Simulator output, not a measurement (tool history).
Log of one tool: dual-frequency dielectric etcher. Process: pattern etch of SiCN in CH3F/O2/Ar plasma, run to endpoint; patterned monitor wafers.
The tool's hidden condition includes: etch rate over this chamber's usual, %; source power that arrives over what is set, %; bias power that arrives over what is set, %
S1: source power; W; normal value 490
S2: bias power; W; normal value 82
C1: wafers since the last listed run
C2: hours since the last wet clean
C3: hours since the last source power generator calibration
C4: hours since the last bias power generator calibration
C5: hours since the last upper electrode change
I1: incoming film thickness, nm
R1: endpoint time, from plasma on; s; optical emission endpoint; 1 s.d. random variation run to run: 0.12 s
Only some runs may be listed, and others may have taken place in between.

run,day,S1,S2,C1,C2,C3,C4,C5,I1,R1
1,0,490,82,0,55.7,4357.4,2985.5,3364.9,9.72,24.8
2,1.808,490,82,854,99.1,4400.8,3028.9,3408.3,9.73,24.7
3,3.688,490,82,888,144.2,4445.9,3074,3453.4,9.75,24.9
4,5.942,490,82,1065,198.3,4500,3128.1,3507.5,9.72,24.5
5,7.221,570,82,604,229,4530.7,3158.8,3538.2,9.85,22.7
6,9.354,570,82,1008,280.2,4581.9,3210,3589.4,9.81,22.2
7,10.488,490,82,535,307.4,4609.1,3237.2,3616.6,9.75,24.4
8,11.796,490,82,618,338.8,4640.5,3268.6,3648,9.85,24.5
9,14.508,490,82,1282,403.9,4705.6,3333.7,3713.1,9.65,23.8
10,15.8,490,82,610,434.9,4736.6,3364.7,3744.1,9.77,24
11,16.996,430,82,565,463.6,4765.3,3393.4,3772.8,9.79,26.1
# day 18.088: upper electrode replaced
# day 18.888: source power generator calibrated
12,19.017,580,73,403,512.1,3.1,3441.9,22.3,9.83,22.3
# day 21.054: wet clean of the chamber
13,21.742,380,100,815,16.5,68.5,3507.3,87.7,9.77,28.2
14,24.529,490,82,1317,83.4,135.4,3574.2,154.6,9.77,24.7
# day 25.525: bias power generator calibrated
15,26.996,560,98,1087,142.6,194.6,35.3,213.8,9.74,22.1
16,28.767,550,97,837,185.1,237.1,77.8,256.3,9.65,22.1
17,30.317,420,87,732,222.3,274.3,115,293.5,9.81,26.7
18,32.421,440,88,994,272.8,324.8,165.5,344,9.94,26

Alternative continuations, all from the tool just after run 18; predict every row:
A,32.438,490,82,7,273.2,325.2,165.9,344.4,9.75,?
B,32.438,560,94,7,273.2,325.2,165.9,344.4,9.75,?
C,32.438,610,82,7,273.2,325.2,165.9,344.4,9.75,?
D,32.438,490,96,7,273.2,325.2,165.9,344.4,9.75,?
E,32.438,590,95,7,273.2,325.2,165.9,344.4,9.75,?

run,R1
A,24.5
B,22.1
C,21.6
D,23.8
E,21.5
With no hidden state in the tool, these same runs would have given:
run,R1
A,25.1
B,22.7
C,22.2
D,24.4
E,22

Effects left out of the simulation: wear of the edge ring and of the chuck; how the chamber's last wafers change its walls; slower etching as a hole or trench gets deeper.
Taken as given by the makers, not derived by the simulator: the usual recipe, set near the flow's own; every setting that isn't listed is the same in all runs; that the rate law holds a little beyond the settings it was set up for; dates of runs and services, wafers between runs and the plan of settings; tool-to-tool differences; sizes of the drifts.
